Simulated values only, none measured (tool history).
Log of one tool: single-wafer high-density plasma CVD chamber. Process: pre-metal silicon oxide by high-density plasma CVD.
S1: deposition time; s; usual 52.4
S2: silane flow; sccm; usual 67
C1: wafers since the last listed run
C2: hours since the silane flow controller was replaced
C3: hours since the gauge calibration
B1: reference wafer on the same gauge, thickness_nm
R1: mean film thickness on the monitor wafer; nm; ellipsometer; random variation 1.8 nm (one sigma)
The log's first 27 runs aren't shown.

run,hour,S1,S2,C1,C2,C3,B1,R1
28,2238.0,52.4,67,782,1935.4,339.4,400.859,360.292
29,2334.7,52.4,67,1583,2032.1,436.1,400.043,355.740
30,2640.0,42.8,62,4998,2337.4,741.4,399.999,278.113
# hour 2723.1: silane flow controller replaced
31,2740.7,57.1,67,1517,17.6,842.1,399.711,379.011
32,2780.6,52.4,67,653,57.5,882.0,400.249,342.436
33,2839.7,45.4,67,967,116.6,941.1,399.580,300.630
34,2928.4,45.8,57,1452,205.3,1029.8,399.420,258.920
35,2969.3,55.5,62,669,246.2,1070.7,399.903,339.917
36,3158.8,43.1,56,3102,435.7,1260.2,400.208,238.163
37,3285.2,52.4,67,2069,562.1,1386.6,400.262,349.073
38,3337.1,52.4,67,849,614.0,1438.5,399.551,347.607
39,3385.0,43.1,56,784,661.9,1486.4,400.055,239.515
40,3472.9,52.4,77,1439,749.8,1574.3,399.998,401.421
41,3697.7,56.9,78,3680,974.6,1799.1,399.832,443.975
42,3795.6,52.4,67,1602,1072.5,1897.0,399.891,351.219
43,3834.2,48.9,64,631,1111.1,1935.6,399.806,314.402
44,3904.9,52.4,67,1157,1181.8,2006.3,399.908,352.340
45,3964.7,52.4,67,979,1241.6,2066.1,400.051,355.350

Forecast run 46:
46,4048.3,48.6,60,1368,1325.2,2149.7,?,?

Run 46 gave B1 400.052, R1 293.005 nm.
Without the tool's hidden state the same run would have given R1 287.337 nm.

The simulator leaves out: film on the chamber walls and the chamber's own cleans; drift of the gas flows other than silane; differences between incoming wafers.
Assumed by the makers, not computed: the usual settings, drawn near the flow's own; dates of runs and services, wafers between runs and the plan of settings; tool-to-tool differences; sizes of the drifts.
